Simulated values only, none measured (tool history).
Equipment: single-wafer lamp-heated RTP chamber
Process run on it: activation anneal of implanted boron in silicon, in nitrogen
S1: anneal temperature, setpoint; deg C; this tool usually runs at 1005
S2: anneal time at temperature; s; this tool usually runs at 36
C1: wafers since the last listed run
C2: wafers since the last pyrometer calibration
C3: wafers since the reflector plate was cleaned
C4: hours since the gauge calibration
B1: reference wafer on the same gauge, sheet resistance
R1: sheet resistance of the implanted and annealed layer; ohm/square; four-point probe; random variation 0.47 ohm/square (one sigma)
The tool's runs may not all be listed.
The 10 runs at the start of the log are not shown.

{"run": 11, "hour": 514.1, "S1": 1011, "S2": 36, "C1": 492, "C2": 7222, "C3": 8236, "C4": 1053.5, "B1": 233.24, "R1": 248.43}
{"hour": 514.9, "done": "gauge calibrated"}
{"run": 12, "hour": 538.7, "S1": 1017, "S2": 36, "C1": 402, "C2": 7624, "C3": 8638, "C4": 23.8, "B1": 232.87, "R1": 247.13}
{"hour": 590.3, "done": "pyrometer window cleaned and pyrometer calibrated"}
{"run": 13, "hour": 599.0, "S1": 1005, "S2": 36, "C1": 855, "C2": 142, "C3": 9493, "C4": 84.1, "B1": 232.88, "R1": 251.47}
{"run": 14, "hour": 626.3, "S1": 1005, "S2": 36, "C1": 446, "C2": 588, "C3": 9940, "C4": 111.4, "B1": 233.01, "R1": 251}
{"run": 15, "hour": 673.2, "S1": 1005, "S2": 36, "C1": 766, "C2": 1355, "C3": 10707, "C4": 158.3, "B1": 233.01, "R1": 250.49}
{"run": 16, "hour": 735.0, "S1": 988, "S2": 27, "C1": 1010, "C2": 2365, "C3": 11717, "C4": 220.1, "B1": 232.95, "R1": 257.04}
{"run": 17, "hour": 777.2, "S1": 1005, "S2": 43, "C1": 690, "C2": 3056, "C3": 12407, "C4": 262.3, "B1": 233.08, "R1": 249.85}
{"hour": 811.2, "done": "reflector plate cleaned"}
{"run": 18, "hour": 817.9, "S1": 1005, "S2": 36, "C1": 534, "C2": 3590, "C3": 110, "C4": 303, "B1": 232.99, "R1": 249.55}
{"run": 19, "hour": 846.8, "S1": 1019, "S2": 22, "C1": 472, "C2": 4063, "C3": 582, "C4": 331.9, "B1": 233.07, "R1": 250.2}
{"run": 20, "hour": 894.5, "S1": 1005, "S2": 51, "C1": 780, "C2": 4843, "C3": 1362, "C4": 379.6, "B1": 233.08, "R1": 248.51}
{"run": 21, "hour": 957.8, "S1": 1005, "S2": 36, "C1": 1035, "C2": 5878, "C3": 2397, "C4": 442.9, "B1": 233.15, "R1": 249.79}
{"run": 22, "hour": 984.9, "S1": 1028, "S2": 46, "C1": 443, "C2": 6321, "C3": 2840, "C4": 470, "B1": 233.07, "R1": 245.93}
{"run": 23, "hour": 1029.4, "S1": 980, "S2": 21, "C1": 727, "C2": 7049, "C3": 3568, "C4": 514.5, "B1": 233.13, "R1": 259.64}
{"run": 24, "hour": 1065.5, "S1": 979, "S2": 23, "C1": 590, "C2": 7639, "C3": 4158, "C4": 550.6, "B1": 233.08, "R1": 258.72}
{"run": 25, "hour": 1105.5, "S1": 980, "S2": 29, "C1": 654, "C2": 8293, "C3": 4813, "C4": 590.6, "B1": 232.93, "R1": 256.27}
{"hour": 1124.9, "done": "pyrometer window cleaned and pyrometer calibrated"}
{"run": 26, "hour": 1167.3, "S1": 1005, "S2": 36, "C1": 879, "C2": 692, "C3": 5692, "C4": 652.4, "B1": 232.91, "R1": 250.77}
{"run": 27, "hour": 1214.6, "S1": 1005, "S2": 36, "C1": 773, "C2": 1466, "C3": 6466, "C4": 699.7, "B1": 233.24, "R1": 251.02}
{"run": 28, "hour": 1243.1, "S1": 997, "S2": 28, "C1": 466, "C2": 1932, "C3": 6932, "C4": 728.2, "B1": 233.04, "R1": 252.55}
{"run": 29, "hour": 1285.8, "S1": 990, "S2": 52, "C1": 698, "C2": 2630, "C3": 7630, "C4": 770.9, "B1": 232.82, "R1": 252.89}
{"run": 30, "hour": 1360.2, "S1": 993, "S2": 48, "C1": 1216, "C2": 3846, "C3": 8847, "C4": 845.3, "B1": 233.15, "R1": 251.34}
{"run": 31, "hour": 1420.6, "S1": 993, "S2": 42, "C1": 987, "C2": 4834, "C3": 9834, "C4": 905.7, "B1": 233.16, "R1": 251.35}
{"run": 32, "hour": 1475.4, "S1": 1032, "S2": 36, "C1": 896, "C2": 5730, "C3": 10730, "C4": 960.5, "B1": 232.97, "R1": 246.93}
{"run": 33, "hour": 1520.9, "S1": 1022, "S2": 17, "C1": 744, "C2": 6474, "C3": 11474, "C4": 1006, "B1": 233.03, "R1": 248.95}

5 ways to go on from here, each from the tool as it stands after run 33. What would each give?
{"run": "A", "hour": 1521.3, "S1": 1005, "S2": 36, "C1": 6, "C2": 6481, "C3": 11481, "C4": 1006.4, "B1": "?", "R1": "?"}
{"run": "B", "hour": 1521.3, "S1": 975, "S2": 47, "C1": 6, "C2": 6481, "C3": 11481, "C4": 1006.4, "B1": "?", "R1": "?"}
{"run": "C", "hour": 1521.3, "S1": 997, "S2": 36, "C1": 6, "C2": 6481, "C3": 11481, "C4": 1006.4, "B1": "?", "R1": "?"}
{"run": "D", "hour": 1521.3, "S1": 1027, "S2": 48, "C1": 6, "C2": 6481, "C3": 11481, "C4": 1006.4, "B1": "?", "R1": "?"}
{"run": "E", "hour": 1521.3, "S1": 1020, "S2": 45, "C1": 6, "C2": 6481, "C3": 11481, "C4": 1006.4, "B1": "?", "R1": "?"}

run=A B1=233.06 R1=250.17
run=B B1=233.06 R1=257.95
run=C B1=233.06 R1=251.6
run=D B1=233.06 R1=246.58
run=E B1=233.06 R1=247.52
Had the tool no hidden state, the same runs would have come out as:
run=A R1=252.56
run=B R1=265.63
run=C R1=254.95
run=D R1=247.9
run=E R1=249.06
